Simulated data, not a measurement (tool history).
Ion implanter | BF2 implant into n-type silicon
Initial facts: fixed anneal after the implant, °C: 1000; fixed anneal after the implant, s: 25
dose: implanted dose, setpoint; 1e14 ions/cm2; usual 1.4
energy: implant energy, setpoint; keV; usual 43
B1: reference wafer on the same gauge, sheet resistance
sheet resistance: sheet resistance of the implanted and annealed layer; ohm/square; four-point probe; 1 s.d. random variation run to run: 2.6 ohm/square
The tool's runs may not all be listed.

Run 1, hour 0: usual settings but dose 1.24 1e14 ions/cm2, energy 35.5 keV; B1 684.44. Result: sheet resistance 731.28 ohm/square.
Run 2, hour 16.8: usual settings but dose 1.24 1e14 ions/cm2, energy 35.5 keV; B1 684.33. Result: sheet resistance 737.3 ohm/square.
Run 3, hour 32: usual settings but energy 52.5 keV; B1 685.58. Result: sheet resistance 635.98 ohm/square.
Run 4, hour 47.8: usual settings but dose 1.09 1e14 ions/cm2; B1 684.51. Result: sheet resistance 787.32 ohm/square.
Run 5, hour 66.1: usual settings but dose 1.09 1e14 ions/cm2; B1 684.16. Result: sheet resistance 788.6 ohm/square.
Run 6, hour 80.4: usual settings; B1 686.09. Result: sheet resistance 644.85 ohm/square.
Run 7, hour 115.6: usual settings; B1 685.5. Result: sheet resistance 643.47 ohm/square.
Run 8, hour 143.2: usual settings; B1 686.71. Result: sheet resistance 647.14 ohm/square.
Run 9, hour 168.5: usual settings; B1 685.88. Result: sheet resistance 647.88 ohm/square.
At hour 194.6: extraction supply calibrated.
Run 10, hour 199.4: usual settings but energy 54.5 keV; B1 685.97. Result: sheet resistance 625.02 ohm/square.
Run 11, hour 230: usual settings but energy 54.5 keV; B1 684.52. Result: sheet resistance 624.67 ohm/square.
At hour 245.3: gauge calibrated.
Run 12, hour 262.5: usual settings but dose 1.52 1e14 ions/cm2; B1 683.65. Result: sheet resistance 601.43 ohm/square.

The next listed run, before its measurement:
Run 13, hour 290.3: usual settings but dose 1.81 1e14 ions/cm2, energy 58 keV; B1 ?. Result: sheet resistance ?.

B1: 683.78
sheet resistance: 504.3 ohm/square
Were there no unlogged condition in the tool, this run, its random variation unchanged, would have produced sheet resistance 525.11 ohm/square.
